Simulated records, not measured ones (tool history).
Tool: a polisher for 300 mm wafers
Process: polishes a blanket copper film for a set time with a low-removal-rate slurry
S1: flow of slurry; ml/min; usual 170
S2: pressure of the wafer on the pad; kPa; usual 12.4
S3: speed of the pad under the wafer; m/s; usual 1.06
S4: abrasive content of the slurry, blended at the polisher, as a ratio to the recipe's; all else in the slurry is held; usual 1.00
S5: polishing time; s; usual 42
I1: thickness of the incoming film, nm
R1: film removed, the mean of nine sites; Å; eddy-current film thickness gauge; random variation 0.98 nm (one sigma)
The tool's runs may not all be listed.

run   hour   S1    S2    S3    S4  S5     I1    R1
  1    0.0  170  12.4  1.06  0.80  42  621.4   779
      15.0  -- worn pad replaced by a new one
  2   17.8  170  12.4  1.06  0.80  42  598.5   862
  3   38.9  170  12.4  1.06  1.00  34  600.5   716
  4   57.7  170  12.4  1.06  1.00  34  612.2   693
  5   74.9  170  12.4  1.06  1.00  34  610.8   697
      97.3  -- slurry nozzle cleaned
  6  109.7  170  12.4  1.06  1.00  42  603.6   826
  7  134.6  170  12.4  1.06  1.00  42  615.5   821
  8  170.3  220  12.4  1.06  1.00  36  624.5   720
     266.7  -- worn pad replaced by a new one
  9  267.2  170  14.5  0.84  1.00  42  604.5   843
 10  278.9  170  12.4  1.06  0.80  42  611.7   870
 11  311.5  170   9.7  1.28  1.20  31  603.0   628
 12  337.6  170  12.4  1.06  1.00  42  607.3   849
     341.1  -- slurry blender recalibrated
 13  352.3  170  14.5  1.22  0.90  55  612.6  1444
     368.4  -- head pressure recalibrated
 14  378.9  170  12.4  1.06  1.00  36  611.6   713
     381.5  -- slurry nozzle cleaned
 15  406.4  170  12.4  1.06  1.00  42  619.9   833
 16  427.3  225  15.9  0.72  1.00  51  604.6   901
 17  462.7  170   9.0  1.06  0.85  29  612.0   393
 18  484.7  170  12.4  1.06  1.00  42  613.8   794
 19  513.4  170  12.4  1.40  0.80  42  614.2  1017
 20  527.1  170  12.4  1.06  0.90  28  606.5   530
     538.9  -- worn pad replaced by a new one
 21  550.6  170  12.4  1.18  1.00  42  608.5  1009
 22  582.3  170  12.4  1.06  1.00  42  616.3   884
 23  595.7  170  10.3  1.06  1.00  42  612.5   717
 24  626.7  170   9.0  1.44  1.00  42  613.1   853
     628.1  -- slurry nozzle cleaned
 25  648.2  170  12.4  0.84  1.30  31  616.4   517
     723.4  -- slurry blender recalibrated
 26  730.1  170  12.4  1.34  1.00  42  605.8  1037
 27  748.6  170  12.4  0.88  1.00  42  605.6   679
 28  773.1  170  11.0  1.06  1.00  54  604.3   929
     815.9  -- worn pad replaced by a new one
 29  838.4  170  12.4  1.06  1.00  42  598.8   908

Forecast each of these 5 alternatives for the next run:
  A  838.8  170  12.4  1.06  1.00  42  615.8   ?
  B  838.8  170  13.8  1.06  1.00  50  615.8   ?
  C  838.8  120  10.3  0.68  1.00  42  615.8   ?
  D  838.8  170  12.4  1.40  0.90  42  615.8   ?
  E  838.8  230  12.4  1.06  1.00  42  615.8   ?

run    R1
  A   905
  B  1198
  C   459
  D  1169
  E   939
Without the tool's hidden state the same runs would have given:
run    R1
  A   945
  B  1250
  C   479
  D  1219
  E   980
